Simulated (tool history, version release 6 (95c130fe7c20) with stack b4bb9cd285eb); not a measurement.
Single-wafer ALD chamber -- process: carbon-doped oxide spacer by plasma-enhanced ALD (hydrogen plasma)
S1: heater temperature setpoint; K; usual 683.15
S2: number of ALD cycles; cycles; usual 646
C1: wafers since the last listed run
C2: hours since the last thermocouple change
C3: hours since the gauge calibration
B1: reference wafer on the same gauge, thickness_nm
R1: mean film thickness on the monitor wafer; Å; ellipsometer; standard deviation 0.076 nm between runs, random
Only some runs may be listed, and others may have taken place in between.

| run | hour | S1 | S2 | C1 | C2 | C3 | B1 | R1 |
|---|---|---|---|---|---|---|---|---|
| 1 | 0.0 | 683.15 | 646 | 0 | 1308.6 | 17.9 | 31.394 | 308.92 |
| 2 | 21.3 | 683.15 | 646 | 8 | 1329.9 | 39.2 | 31.387 | 309.19 |
| 3 | 40.5 | 683.15 | 646 | 7 | 1349.1 | 58.4 | 31.393 | 308.86 |
| 4 | 58.8 | 683.15 | 545 | 7 | 1367.4 | 76.7 | 31.420 | 261.12 |
| 5 | 87.2 | 683.15 | 545 | 10 | 1395.8 | 105.1 | 31.416 | 260.03 |
| 6 | 106.7 | 683.15 | 646 | 7 | 1415.3 | 124.6 | 31.406 | 309.09 |
| 7 | 130.8 | 683.15 | 646 | 9 | 1439.4 | 148.7 | 31.421 | 309.41 |
| 8 | 148.9 | 683.15 | 646 | 6 | 1457.5 | 166.8 | 31.403 | 308.67 |
| 9 | 161.9 | 677.15 | 646 | 5 | 1470.5 | 179.8 | 31.395 | 313.51 |
| 10 | 177.8 | 677.15 | 646 | 6 | 1486.4 | 195.7 | 31.396 | 313.97 |
| 11 | 213.3 | 683.15 | 646 | 13 | 1521.9 | 231.2 | 31.398 | 308.08 |
| 12 | 228.8 | 683.15 | 720 | 5 | 1537.4 | 246.7 | 31.411 | 345.10 |
| 13 | 241.0 | 683.15 | 720 | 4 | 1549.6 | 258.9 | 31.404 | 344.26 |
| 14 | 262.7 | 683.15 | 646 | 8 | 1571.3 | 280.6 | 31.431 | 309.93 |
| 15 | 284.5 | 683.15 | 646 | 8 | 1593.1 | 302.4 | 31.414 | 309.70 |
| 16 | 301.6 | 683.15 | 646 | 6 | 1610.2 | 319.5 | 31.403 | 310.20 |
| 17 | 314.3 | 683.15 | 646 | 4 | 1622.9 | 332.2 | 31.433 | 310.54 |
| 18 | 372.4 | 683.15 | 646 | 22 | 1681.0 | 390.3 | 31.413 | 309.23 |
| 19 | 385.7 | 683.15 | 646 | 5 | 1694.3 | 403.6 | 31.403 | 309.76 |
| 20 | 411.4 | 683.15 | 646 | 9 | 1720.0 | 429.3 | 31.372 | 310.25 |
| 21 | 434.3 | 683.15 | 740 | 8 | 1742.9 | 452.2 | 31.387 | 355.82 |
| 22 | 453.9 | 683.15 | 554 | 7 | 1762.5 | 471.8 | 31.406 | 265.97 |
| 23 | 489.9 | 683.15 | 646 | 13 | 1798.5 | 507.8 | 31.381 | 310.40 |
| 24 | 512.8 | 683.15 | 770 | 8 | 1821.4 | 530.7 | 31.416 | 371.54 |
| 25 | 525.2 | 688.15 | 682 | 4 | 1833.8 | 543.1 | 31.414 | 322.75 |
| 26 | 553.0 | 695.15 | 692 | 10 | 1861.6 | 570.9 | 31.415 | 321.64 |
| 27 | 570.1 | 683.15 | 646 | 6 | 1878.7 | 588.0 | 31.389 | 310.33 |
| 28 | 596.9 | 691.15 | 735 | 10 | 1905.5 | 614.8 | 31.371 | 345.96 |
|  | 608.2 | thermocouple changed; heater temperature recalibrated |
| 29 | 621.4 | 683.15 | 594 | 6 | 13.2 | 639.3 | 31.370 | 280.66 |
| 30 | 652.1 | 674.15 | 536 | 11 | 43.9 | 670.0 | 31.418 | 259.98 |
|  | 668.8 | gauge calibrated |
| 31 | 679.9 | 688.15 | 646 | 10 | 71.7 | 11.1 | 31.392 | 300.62 |
| 32 | 705.0 | 683.15 | 554 | 9 | 96.8 | 36.2 | 31.400 | 261.86 |
| 33 | 757.9 | 688.15 | 607 | 20 | 149.7 | 89.1 | 31.421 | 283.38 |
| 34 | 803.3 | 694.15 | 753 | 17 | 195.1 | 134.5 | 31.381 | 344.66 |
| 35 | 826.5 | 689.15 | 701 | 8 | 218.3 | 157.7 | 31.407 | 326.30 |
| 36 | 855.7 | 683.15 | 646 | 11 | 247.5 | 186.9 | 31.382 | 304.56 |
| 37 | 877.7 | 669.15 | 530 | 8 | 269.5 | 208.9 | 31.384 | 257.66 |
| 38 | 899.2 | 689.15 | 646 | 8 | 291.0 | 230.4 | 31.385 | 300.09 |
| 39 | 922.2 | 693.15 | 646 | 8 | 314.0 | 253.4 | 31.408 | 296.97 |
| 40 | 935.4 | 696.15 | 756 | 5 | 327.2 | 266.6 | 31.390 | 345.13 |

Consider 4 possible next runs. They are alternatives, not a sequence: every one starts from the tool as it was left by run 40. What does each give?
| A | 936.8 | 690.15 | 646 | 0 | 328.6 | 268.0 | ? | ? |
| B | 936.8 | 683.15 | 521 | 0 | 328.6 | 268.0 | ? | ? |
| C | 936.8 | 675.15 | 646 | 0 | 328.6 | 268.0 | ? | ? |
| D | 936.8 | 678.15 | 768 | 0 | 328.6 | 268.0 | ? | ? |

| run | B1 | R1 |
|---|---|---|
| A | 31.410 | 301.20 |
| B | 31.410 | 247.62 |
| C | 31.410 | 313.70 |
| D | 31.410 | 369.97 |
Without the tool's unlogged condition, the same runs would have read:
| run | R1 |
|---|---|
| A | 300.38 |
| B | 246.96 |
| C | 312.88 |
| D | 368.99 |
